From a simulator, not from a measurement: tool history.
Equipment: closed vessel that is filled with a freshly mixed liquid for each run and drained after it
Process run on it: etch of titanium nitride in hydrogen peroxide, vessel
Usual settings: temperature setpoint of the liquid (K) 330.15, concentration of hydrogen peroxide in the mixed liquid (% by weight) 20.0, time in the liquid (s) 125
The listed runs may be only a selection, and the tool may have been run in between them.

| run | hour | temperature setpoint of the liquid (K) | concentration of hydrogen peroxide in the mixed liquid (% by weight) | time in the liquid (s) | read-back film thickness of the titanium nitride reference wafer, read on the same gauge (nm) | thickness taken off the titanium nitride on a monitor wafer (angstrom) |
|---|---|---|---|---|---|---|
| 1 | 0.0 | 330.15 | 20.0 | 125 | 49.98 | 119.4 |
| 2 | 8.5 | 323.15 | 20.0 | 125 | 50.00 | 72.3 |
| 3 | 21.6 | 323.15 | 20.0 | 125 | 50.00 | 72.2 |
| 4 | 30.9 | 323.15 | 20.0 | 125 | 50.03 | 72.0 |
| 5 | 39.7 | 326.15 | 20.0 | 125 | 49.99 | 89.2 |
|  | 40.6 | gauge calibrated |
| 6 | 48.3 | 326.15 | 20.0 | 125 | 50.00 | 89.6 |
|  | 64.1 | new drum of peroxide connected |
| 7 | 65.6 | 326.15 | 20.0 | 125 | 49.98 | 89.6 |
| 8 | 78.6 | 330.15 | 20.0 | 125 | 50.02 | 118.8 |
| 9 | 95.6 | 330.15 | 18.0 | 125 | 49.97 | 115.8 |
| 10 | 106.8 | 330.15 | 22.0 | 125 | 50.00 | 121.0 |
|  | 115.5 | peroxide flow meter replaced |
| 11 | 116.0 | 330.15 | 20.0 | 125 | 50.01 | 118.2 |
| 12 | 125.1 | 330.15 | 20.0 | 125 | 50.00 | 117.6 |
| 13 | 135.1 | 327.15 | 14.5 | 125 | 50.01 | 88.8 |
|  | 138.4 | thermometer replaced |
|  | 140.7 | gauge calibrated |
| 14 | 142.7 | 320.65 | 20.0 | 95 | 49.98 | 52.6 |
| 15 | 150.4 | 330.15 | 15.5 | 165 | 50.03 | 169.9 |
| 16 | 163.7 | 330.15 | 16.0 | 125 | 50.00 | 130.1 |
| 17 | 170.8 | 330.15 | 20.0 | 180 | 49.99 | 195.3 |
| 18 | 188.7 | 330.15 | 17.0 | 85 | 50.00 | 89.0 |
| 19 | 200.6 | 330.15 | 20.0 | 160 | 50.02 | 173.2 |

Branching from run 19: 5 alternative next runs. What would each branch give?
| A | 201.3 | 330.15 | 20.0 | 125 | ? | ? |
| B | 201.3 | 337.15 | 15.0 | 185 | ? | ? |
| C | 201.3 | 322.15 | 17.5 | 125 | ? | ? |
| D | 201.3 | 321.65 | 20.0 | 70 | ? | ? |
| E | 201.3 | 330.15 | 15.5 | 170 | ? | ? |

| run | read-back film thickness of the titanium nitride reference wafer, read on the same gauge (nm) | thickness taken off the titanium nitride on a monitor wafer (angstrom) |
|---|---|---|
| A | 49.97 | 135.4 |
| B | 49.97 | 303.0 |
| C | 49.97 | 74.6 |
| D | 49.97 | 41.4 |
| E | 49.97 | 174.4 |
The same runs, with their run-to-run variation unchanged, on a tool lacking any hidden condition would have given:
| run | thickness taken off the titanium nitride on a monitor wafer (angstrom) |
|---|---|
| A | 136.6 |
| B | 305.6 |
| C | 75.3 |
| D | 41.8 |
| E | 176.0 |
